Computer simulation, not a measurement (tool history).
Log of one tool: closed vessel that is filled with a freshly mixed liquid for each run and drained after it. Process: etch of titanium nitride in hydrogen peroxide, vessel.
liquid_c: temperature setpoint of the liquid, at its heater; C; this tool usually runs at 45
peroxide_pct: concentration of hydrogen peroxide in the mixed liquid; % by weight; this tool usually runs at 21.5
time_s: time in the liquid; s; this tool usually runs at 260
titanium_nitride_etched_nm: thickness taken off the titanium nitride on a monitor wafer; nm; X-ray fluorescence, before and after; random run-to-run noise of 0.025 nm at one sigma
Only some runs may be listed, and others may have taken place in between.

run   hour  liquid_c  peroxide_pct  time_s  read-back film thickness of the titanium nitride reference wafer, read on the same gauge (nm)  titanium_nitride_etched_nm
  1      0        45          21.5     260                                                                                         80.007                       4.885
  2   20.5        45          16.5     260                                                                                         79.993                       4.604
  3   43.1        45          16.5     260                                                                                         79.996                       4.611
  4   72.5        45          16.5     260                                                                                         80.013                       4.623
  5  103.5        48            17     260                                                                                         79.998                       5.761
  6  118.8        48            17     260                                                                                             80                       5.823
  7  135.4        45          18.5     380                                                                                         80.001                       6.974
  8  181.6        45          21.5     260                                                                                         79.996                       4.894
  9  197.1        45          21.5     260                                                                                         80.013                        4.92
 10  211.5        45          21.5     260                                                                                         80.001                       4.927
 11  238.7        45          21.5     260                                                                                         80.014                       4.927
     251.2  -- gauge calibrated
       258  -- peroxide flow meter replaced
 12  260.5        45          21.5     260                                                                                         79.999                        4.99
 13  275.3        49          21.5     175                                                                                         80.025                       4.499
 14  296.8        38          23.5     260                                                                                         79.998                       3.034
 15    313        52          21.5     260                                                                                         80.001                       8.332
 16  344.8      35.5          21.5     110                                                                                         80.017                       1.043
 17  365.4        45          21.5     260                                                                                         79.998                       5.035
 18  388.1        45          21.5     260                                                                                         79.998                       5.055
 19  420.2        40            18     310                                                                                         79.991                       3.968
 20  444.3        45          26.5     260                                                                                          79.99                       5.258
 21  476.1        39          16.5     260                                                                                         79.984                        3.04
     477.5  -- new drum of peroxide connected
 22    493        45          21.5     260                                                                                         80.001                       5.075
     497.2  -- thermometer replaced
 23  516.2        39          21.5     140                                                                                         80.001                        1.57
 24  540.5        45            15     175                                                                                         79.993                       2.806
 25  558.8      37.5          15.5     145                                                                                         80.006                        1.34
 26  582.7        54          21.5     260                                                                                         80.003                       8.765
 27    609      38.5          26.5     170                                                                                         79.994                       1.894
 28  651.7        42          23.5     220                                                                                         80.007                       3.113

5 ways to go on from here, each from the tool as it stands after run 28. What would each give?
  A  652.4        45          21.5     260                                                                                              ?                           ?
  B  652.4      40.5            18     200                                                                                              ?                           ?
  C  652.4      41.5          21.5     260                                                                                              ?                           ?
  D  652.4        45            23     385                                                                                              ?                           ?
  E  652.4        45          21.5     205                                                                                              ?                           ?

run  read-back film thickness of the titanium nitride reference wafer, read on the same gauge (nm)  titanium_nitride_etched_nm
  A                                                                                         80.001                       4.543
  B                                                                                         80.001                       2.396
  C                                                                                         80.001                       3.492
  D                                                                                         80.001                       6.825
  E                                                                                         80.001                       3.582
With no hidden state in the tool, these same runs would have given:
run  titanium_nitride_etched_nm
  A                       4.495
  B                       2.369
  C                       3.453
  D                       6.754
  E                       3.544
